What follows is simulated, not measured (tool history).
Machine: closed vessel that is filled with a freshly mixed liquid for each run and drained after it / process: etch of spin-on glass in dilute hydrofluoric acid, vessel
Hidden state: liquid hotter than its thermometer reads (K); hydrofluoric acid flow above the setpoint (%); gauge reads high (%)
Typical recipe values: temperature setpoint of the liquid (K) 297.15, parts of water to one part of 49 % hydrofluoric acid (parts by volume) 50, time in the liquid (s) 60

run	hour	temperature setpoint of the liquid (K)	parts of water to one part of 49 % hydrofluoric acid (parts by volume)	time in the liquid (s)	wafers since the last listed run	hours since the thermometer was replaced	hours since the hydrofluoric acid flow meter was replaced	hours since the gauge calibration	read-back film thickness of the spin-on glass reference wafer, read on the same gauge (nm)	thickness taken off the spin-on glass on a monitor wafer (angstrom)
1	0	294.65	50	60	0	1154.4	375.6	86.6	39.99	612.5
2	26.6	295.65	50	60	3427	1181	402.2	113.2	39.97	640.5
3	42.7	299.15	50	60	2074	1197.1	418.3	129.3	40.01	730.6
4	77.9	299.15	50	60	4535	1232.3	453.5	164.5	40.02	734.4
5	98.9	297.15	50	60	2706	1253.3	474.5	185.5	40	684.4
6	116.1	297.15	50	60	2216	1270.5	491.7	202.7	39.96	684.1
# hour 176.8: thermometer replaced
7	184	297.15	50	60	8620	7.2	559.6	270.6	40.01	611.6
# hour 239.5: gauge calibrated
# hour 271: hydrofluoric acid flow meter replaced
8	271.8	293.65	60	60	11185	95	0.8	32.3	40	442
9	288.8	297.15	50	60	2190	112	17.8	49.3	39.99	620.5
10	303.9	294.65	50	60	1945	127.1	32.9	64.4	40.01	559.9
11	335.7	297.15	60	60	4097	158.9	64.7	96.2	40	510.1
12	357.4	294.15	70	30	2796	180.6	86.4	117.9	39.99	193.2
13	386.6	297.15	70	60	3762	209.8	115.6	147.1	40	433.5
14	406.3	297.15	50	45	2538	229.5	135.3	166.8	40.02	470.9

Run-by-run hidden state of the tool:
hydrofluoric acid flow above the setpoint (%): 0 in every run
gauge reads high (%): 0 in every run
H1: liquid hotter than its thermometer reads (K)
run	H1
1	2.83
2	2.89
3	2.92
4	2.99
5	3.04
6	3.07
7	0.468
8	0.65
9	0.685
10	0.717
11	0.783
12	0.828
13	0.888
14	0.929
